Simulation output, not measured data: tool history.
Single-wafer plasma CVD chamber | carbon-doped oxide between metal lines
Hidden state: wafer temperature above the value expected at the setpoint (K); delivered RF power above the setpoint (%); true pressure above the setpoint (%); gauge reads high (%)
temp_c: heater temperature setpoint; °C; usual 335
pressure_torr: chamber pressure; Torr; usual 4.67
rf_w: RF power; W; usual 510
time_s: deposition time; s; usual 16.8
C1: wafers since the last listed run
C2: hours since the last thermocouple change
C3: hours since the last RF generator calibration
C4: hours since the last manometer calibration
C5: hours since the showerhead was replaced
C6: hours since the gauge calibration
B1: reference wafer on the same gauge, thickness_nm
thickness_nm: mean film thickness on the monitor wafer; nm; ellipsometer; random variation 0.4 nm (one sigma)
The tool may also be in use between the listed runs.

{"run": 1, "hour": 0.0, "temp_c": 335, "pressure_torr": 4.67, "rf_w": 530, "time_s": 18.0, "C1": 0, "C2": 1866.3, "C3": 830.9, "C4": 1243.7, "C5": 3132.4, "C6": 120.2, "B1": 101.232, "thickness_nm": 100.274}
{"run": 2, "hour": 11.4, "temp_c": 335, "pressure_torr": 4.67, "rf_w": 585, "time_s": 16.8, "C1": 537, "C2": 1877.7, "C3": 842.3, "C4": 1255.1, "C5": 3143.8, "C6": 131.6, "B1": 101.25, "thickness_nm": 100.798}
{"run": 3, "hour": 25.2, "temp_c": 335, "pressure_torr": 4.67, "rf_w": 585, "time_s": 16.8, "C1": 650, "C2": 1891.5, "C3": 856.1, "C4": 1268.9, "C5": 3157.6, "C6": 145.4, "B1": 100.987, "thickness_nm": 99.399}
{"run": 4, "hour": 41.3, "temp_c": 335, "pressure_torr": 4.67, "rf_w": 510, "time_s": 16.8, "C1": 758, "C2": 1907.6, "C3": 872.2, "C4": 1285.0, "C5": 3173.7, "C6": 161.5, "B1": 101.161, "thickness_nm": 91.624}
{"run": 5, "hour": 82.7, "temp_c": 335, "pressure_torr": 4.67, "rf_w": 510, "time_s": 16.8, "C1": 1950, "C2": 1949.0, "C3": 913.6, "C4": 1326.4, "C5": 3215.1, "C6": 202.9, "B1": 101.019, "thickness_nm": 91.148}
{"run": 6, "hour": 99.1, "temp_c": 342, "pressure_torr": 4.67, "rf_w": 510, "time_s": 16.8, "C1": 772, "C2": 1965.4, "C3": 930.0, "C4": 1342.8, "C5": 3231.5, "C6": 219.3, "B1": 101.033, "thickness_nm": 89.966}
{"run": 7, "hour": 132.7, "temp_c": 335, "pressure_torr": 5.45, "rf_w": 510, "time_s": 16.8, "C1": 1582, "C2": 1999.0, "C3": 963.6, "C4": 1376.4, "C5": 3265.1, "C6": 252.9, "B1": 101.092, "thickness_nm": 93.628}
{"hour": 140.2, "done": "gauge calibrated"}
{"hour": 155.6, "done": "thermocouple changed; heater temperature recalibrated"}
{"run": 8, "hour": 156.1, "temp_c": 335, "pressure_torr": 4.67, "rf_w": 575, "time_s": 14.2, "C1": 725, "C2": 0.5, "C3": 987.0, "C4": 1399.8, "C5": 3288.5, "C6": 15.9, "B1": 101.153, "thickness_nm": 83.753}
{"run": 9, "hour": 165.3, "temp_c": 335, "pressure_torr": 4.67, "rf_w": 510, "time_s": 16.8, "C1": 433, "C2": 9.7, "C3": 996.2, "C4": 1409.0, "C5": 3297.7, "C6": 25.1, "B1": 100.983, "thickness_nm": 91.163}
{"hour": 175.1, "done": "showerhead replaced, of another model than before"}
{"hour": 181.3, "done": "RF generator calibrated"}
{"hour": 186.1, "done": "capacitance manometer re-zeroed and calibrated"}
{"run": 10, "hour": 186.6, "temp_c": 335, "pressure_torr": 4.67, "rf_w": 510, "time_s": 16.8, "C1": 111, "C2": 31.0, "C3": 5.3, "C4": 0.5, "C5": 11.5, "C6": 46.4, "B1": 101.267, "thickness_nm": 96.191}
{"run": 11, "hour": 186.9, "temp_c": 335, "pressure_torr": 4.67, "rf_w": 510, "time_s": 16.8, "C1": 14, "C2": 31.3, "C3": 5.6, "C4": 0.8, "C5": 11.8, "C6": 46.7, "B1": 100.856, "thickness_nm": 96.163}
{"run": 12, "hour": 197.6, "temp_c": 335, "pressure_torr": 4.67, "rf_w": 510, "time_s": 16.8, "C1": 504, "C2": 42.0, "C3": 16.3, "C4": 11.5, "C5": 22.5, "C6": 57.4, "B1": 101.153, "thickness_nm": 96.247}
{"run": 13, "hour": 204.1, "temp_c": 343, "pressure_torr": 4.28, "rf_w": 425, "time_s": 18.3, "C1": 306, "C2": 48.5, "C3": 22.8, "C4": 18.0, "C5": 29.0, "C6": 63.9, "B1": 100.93, "thickness_nm": 94.96}
{"run": 14, "hour": 217.6, "temp_c": 342, "pressure_torr": 4.09, "rf_w": 510, "time_s": 16.8, "C1": 635, "C2": 62.0, "C3": 36.3, "C4": 31.5, "C5": 42.5, "C6": 77.4, "B1": 100.976, "thickness_nm": 92.494}
{"run": 15, "hour": 228.9, "temp_c": 335, "pressure_torr": 5.83, "rf_w": 510, "time_s": 15.9, "C1": 532, "C2": 73.3, "C3": 47.6, "C4": 42.8, "C5": 53.8, "C6": 88.7, "B1": 101.086, "thickness_nm": 93.805}
{"run": 16, "hour": 238.1, "temp_c": 335, "pressure_torr": 4.67, "rf_w": 510, "time_s": 15.6, "C1": 433, "C2": 82.5, "C3": 56.8, "C4": 52.0, "C5": 63.0, "C6": 97.9, "B1": 101.031, "thickness_nm": 89.355}
{"run": 17, "hour": 253.6, "temp_c": 343, "pressure_torr": 4.28, "rf_w": 425, "time_s": 18.3, "C1": 730, "C2": 98.0, "C3": 72.3, "C4": 67.5, "C5": 78.5, "C6": 113.4, "B1": 101.12, "thickness_nm": 94.703}
{"run": 18, "hour": 262.7, "temp_c": 335, "pressure_torr": 4.67, "rf_w": 510, "time_s": 16.8, "C1": 428, "C2": 107.1, "C3": 81.4, "C4": 76.6, "C5": 87.6, "C6": 122.5, "B1": 101.174, "thickness_nm": 96.0}
{"run": 19, "hour": 276.6, "temp_c": 344, "pressure_torr": 5.32, "rf_w": 445, "time_s": 14.5, "C1": 654, "C2": 121.0, "C3": 95.3, "C4": 90.5, "C5": 101.5, "C6": 136.4, "B1": 101.018, "thickness_nm": 78.656}
{"run": 20, "hour": 286.2, "temp_c": 335, "pressure_torr": 4.67, "rf_w": 570, "time_s": 16.8, "C1": 452, "C2": 130.6, "C3": 104.9, "C4": 100.1, "C5": 111.1, "C6": 146.0, "B1": 101.05, "thickness_nm": 98.747}
{"run": 21, "hour": 297.6, "temp_c": 335, "pressure_torr": 4.67, "rf_w": 510, "time_s": 16.8, "C1": 537, "C2": 142.0, "C3": 116.3, "C4": 111.5, "C5": 122.5, "C6": 157.4, "B1": 101.163, "thickness_nm": 95.62}
{"run": 22, "hour": 313.2, "temp_c": 335, "pressure_torr": 4.67, "rf_w": 510, "time_s": 16.8, "C1": 734, "C2": 157.6, "C3": 131.9, "C4": 127.1, "C5": 138.1, "C6": 173.0, "B1": 101.032, "thickness_nm": 95.503}
{"run": 23, "hour": 320.1, "temp_c": 350, "pressure_torr": 4.67, "rf_w": 510, "time_s": 19.1, "C1": 325, "C2": 164.5, "C3": 138.8, "C4": 134.0, "C5": 145.0, "C6": 179.9, "B1": 101.162, "thickness_nm": 103.382}
{"run": 24, "hour": 360.5, "temp_c": 347, "pressure_torr": 4.67, "rf_w": 510, "time_s": 16.8, "C1": 1903, "C2": 204.9, "C3": 179.2, "C4": 174.4, "C5": 185.4, "C6": 220.3, "B1": 100.964, "thickness_nm": 91.475}
{"run": 25, "hour": 369.3, "temp_c": 335, "pressure_torr": 4.67, "rf_w": 585, "time_s": 16.8, "C1": 414, "C2": 213.7, "C3": 188.0, "C4": 183.2, "C5": 194.2, "C6": 229.1, "B1": 101.092, "thickness_nm": 98.932}

How the hidden state differs across the entries between the runs, from the last listed run before each to the first after it:
Between runs 7 and 8: gauge calibrated (hour 140.2); thermocouple changed; heater temperature recalibrated (hour 155.6)
  delivered RF power above the setpoint (%): -9.03 -> -9.05
  measured less the result without the state, thickness_nm: -5.714 -> -4.983 nm
Between runs 9 and 10: showerhead replaced, of another model than before (hour 175.1); RF generator calibrated (hour 181.3); capacitance manometer re-zeroed and calibrated (hour 186.1)
  delivered RF power above the setpoint (%): -9.06 -> -1.73
  measured less the result without the state, thickness_nm: -5.586 -> -0.577 nm
